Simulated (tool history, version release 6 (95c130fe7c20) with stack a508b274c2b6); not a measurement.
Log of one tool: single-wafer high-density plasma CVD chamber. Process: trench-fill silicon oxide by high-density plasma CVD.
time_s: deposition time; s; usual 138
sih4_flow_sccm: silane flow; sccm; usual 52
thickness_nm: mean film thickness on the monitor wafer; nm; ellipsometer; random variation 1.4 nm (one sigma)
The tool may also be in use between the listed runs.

| run | hour | time_s | sih4_flow_sccm | read-back reference wafer on the same gauge, thickness_nm | thickness_nm |
|---|---|---|---|---|---|
| 1 | 0 | 120 | 52 | 757.165 | 562.222 |
| 2 | 35.6 | 120 | 52 | 757.475 | 563.62 |
| 3 | 56.1 | 120 | 52 | 756.602 | 563.487 |
| 4 | 81.6 | 138 | 52 | 756.824 | 648.074 |
| 5 | 94 | 138 | 52 | 756.983 | 649.057 |
|  | 99 | gauge calibrated |
| 6 | 116.2 | 131 | 45 | 757.397 | 533.315 |
| 7 | 149.8 | 131 | 45 | 757.004 | 530.771 |
| 8 | 179.5 | 138 | 52 | 757.125 | 645.68 |
| 9 | 199.3 | 138 | 52 | 757.065 | 648.829 |
| 10 | 216.6 | 138 | 52 | 756.766 | 649.189 |
| 11 | 233.8 | 138 | 52 | 757.013 | 648.111 |
| 12 | 310.3 | 138 | 45 | 757.523 | 560.448 |
| 13 | 327.4 | 138 | 45 | 756.845 | 559.749 |
| 14 | 341.2 | 138 | 45 | 757.146 | 561.525 |
| 15 | 373.5 | 138 | 44 | 756.911 | 546.833 |
| 16 | 394.4 | 138 | 44 | 757.001 | 546.915 |
| 17 | 407.2 | 138 | 52 | 756.833 | 648.464 |
| 18 | 428.7 | 138 | 52 | 757.273 | 647.14 |
| 19 | 459.1 | 138 | 52 | 756.739 | 649.067 |
| 20 | 483.9 | 138 | 49 | 756.864 | 609.273 |
| 21 | 512.9 | 138 | 49 | 756.854 | 609.852 |
| 22 | 535.7 | 162 | 60 | 757.119 | 874.019 |
| 23 | 565.7 | 126 | 57 | 757.248 | 649.493 |
| 24 | 599.2 | 138 | 52 | 757.091 | 644.204 |
| 25 | 621.9 | 120 | 61 | 756.762 | 660.036 |
| 26 | 646.3 | 130 | 47 | 756.84 | 553.88 |
| 27 | 662.2 | 138 | 52 | 757.38 | 648.055 |
| 28 | 684 | 156 | 55 | 757.357 | 770.878 |
| 29 | 716.5 | 160 | 57 | 757.308 | 818.468 |
| 30 | 738.3 | 121 | 56 | 757.567 | 611.037 |
| 31 | 758.7 | 151 | 42 | 757.066 | 573.054 |

The next listed run, before its measurement:
|  | 777.6 | silane flow controller replaced |
| 32 | 782.5 | 163 | 52 | ? | ? |

{"run 32": {"read-back reference wafer on the same gauge, thickness_nm": 757.076, "thickness_nm": 763.892}}
Without the tool's hidden state the same run would have given thickness_nm 763.892 nm.

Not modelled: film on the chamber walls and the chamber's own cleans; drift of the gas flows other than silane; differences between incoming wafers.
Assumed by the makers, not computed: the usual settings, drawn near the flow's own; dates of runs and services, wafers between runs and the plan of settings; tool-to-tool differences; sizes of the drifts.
